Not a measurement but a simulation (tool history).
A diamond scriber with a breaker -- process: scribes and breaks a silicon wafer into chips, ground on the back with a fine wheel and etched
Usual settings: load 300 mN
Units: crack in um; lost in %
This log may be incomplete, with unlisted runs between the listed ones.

run,hour,load,wafers since the last listed run,hours since the diamond tip was replaced,hours since the load on the tip was calibrated,"incoming depth of the damage left on the back of the incoming wafer, um",crack,lost
1,0.0,268,0,208.0,1169.9,0.62,12.29,2.42
2,93.2,268,348,301.2,1263.1,0.74,12.28,2.16
3,154.9,351,230,362.9,1324.8,0.79,13.93,2.91
4,248.5,351,350,456.5,1418.4,0.61,14.68,2.74
5,322.9,300,278,530.9,1492.8,0.55,12.86,1.65
6,429.5,300,398,637.5,1599.4,0.32,13.20,1.77
# hour 432.9: diamond tip replaced by a new one
7,474.3,347,160,41.4,1644.2,0.33,14.26,2.58
8,523.2,248,182,90.3,1693.1,0.44,11.66,3.40
9,570.5,321,176,137.6,1740.4,0.31,14.03,1.67
# hour 591.5: load on the tip recalibrated
10,667.7,371,356,234.8,76.2,0.65,15.08,4.23
11,774.0,300,397,341.1,182.5,0.57,13.46,1.82
12,880.8,300,399,447.9,289.3,0.47,13.37,1.57
13,1181.4,300,1124,748.5,589.9,0.51,13.17,1.77
# hour 1210.6: diamond tip replaced by a new one
14,1258.7,300,281,48.1,667.2,0.78,13.15,1.74
15,1296.3,300,140,85.7,704.8,0.77,13.45,1.63
16,1348.6,300,195,138.0,757.1,0.79,13.17,1.55
17,1439.4,300,339,228.8,847.9,0.77,13.14,1.51
18,1523.0,300,312,312.4,931.5,0.63,13.14,1.76
19,1620.7,245,365,410.1,1029.2,0.30,11.70,3.25
20,1703.9,380,311,493.3,1112.4,0.75,15.34,4.32
21,1745.6,300,156,535.0,1154.1,0.68,13.18,1.67
22,1809.2,300,237,598.6,1217.7,0.56,13.54,1.78
# hour 1887.1: diamond tip replaced by a new one
23,1995.6,352,689,108.5,1404.1,0.52,14.22,2.92
24,2084.9,382,334,197.8,1493.4,0.67,15.12,3.97
25,2146.1,300,228,259.0,1554.6,0.31,13.45,1.58
26,2201.0,372,205,313.9,1609.5,0.51,15.09,3.51
27,2254.2,300,199,367.1,1662.7,0.54,13.21,1.68
# hour 2257.2: load on the tip recalibrated
28,2316.6,357,225,429.5,59.4,0.66,14.50,2.93
29,2379.1,300,233,492.0,121.9,0.68,13.35,1.47
30,2441.3,364,232,554.2,184.1,0.77,15.04,3.28
31,2495.9,247,204,608.8,238.7,0.43,11.75,2.95
32,2536.6,300,152,649.5,279.4,0.54,13.32,1.63
# hour 2568.3: diamond tip replaced by a new one
33,2601.2,348,234,32.9,344.0,0.31,14.25,2.74
34,2669.8,344,256,101.5,412.6,0.53,14.21,2.56
35,2738.3,300,256,170.0,481.1,0.78,13.05,1.62
36,2787.9,300,185,219.6,530.7,0.32,13.00,1.64
37,2875.3,227,327,307.0,618.1,0.67,11.27,4.97
38,2947.4,337,269,379.1,690.2,0.59,14.36,1.93
39,3050.5,300,385,482.2,793.3,0.70,13.22,1.45
40,3117.8,235,251,549.5,860.6,0.30,11.59,4.07
41,3154.1,212,135,585.8,896.9,0.36,11.00,6.66

For each entry between runs, how does the tool's hidden state at the last listed run before it compare with that at the first listed run after it?
In the gap between runs 6 and 7: diamond tip replaced by a new one (hour 432.9)
  both runs share identical hidden conditions
In the gap between runs 9 and 10: load on the tip recalibrated (hour 591.5)
  both runs share identical hidden conditions
In the gap between runs 13 and 14: diamond tip replaced by a new one (hour 1210.6)
  both runs share identical hidden conditions
In the gap between runs 22 and 23: diamond tip replaced by a new one (hour 1887.1)
  both runs share identical hidden conditions
In the gap between runs 27 and 28: load on the tip recalibrated (hour 2257.2)
  both runs share identical hidden conditions
In the gap between runs 32 and 33: diamond tip replaced by a new one (hour 2568.3)
  both runs share identical hidden conditions
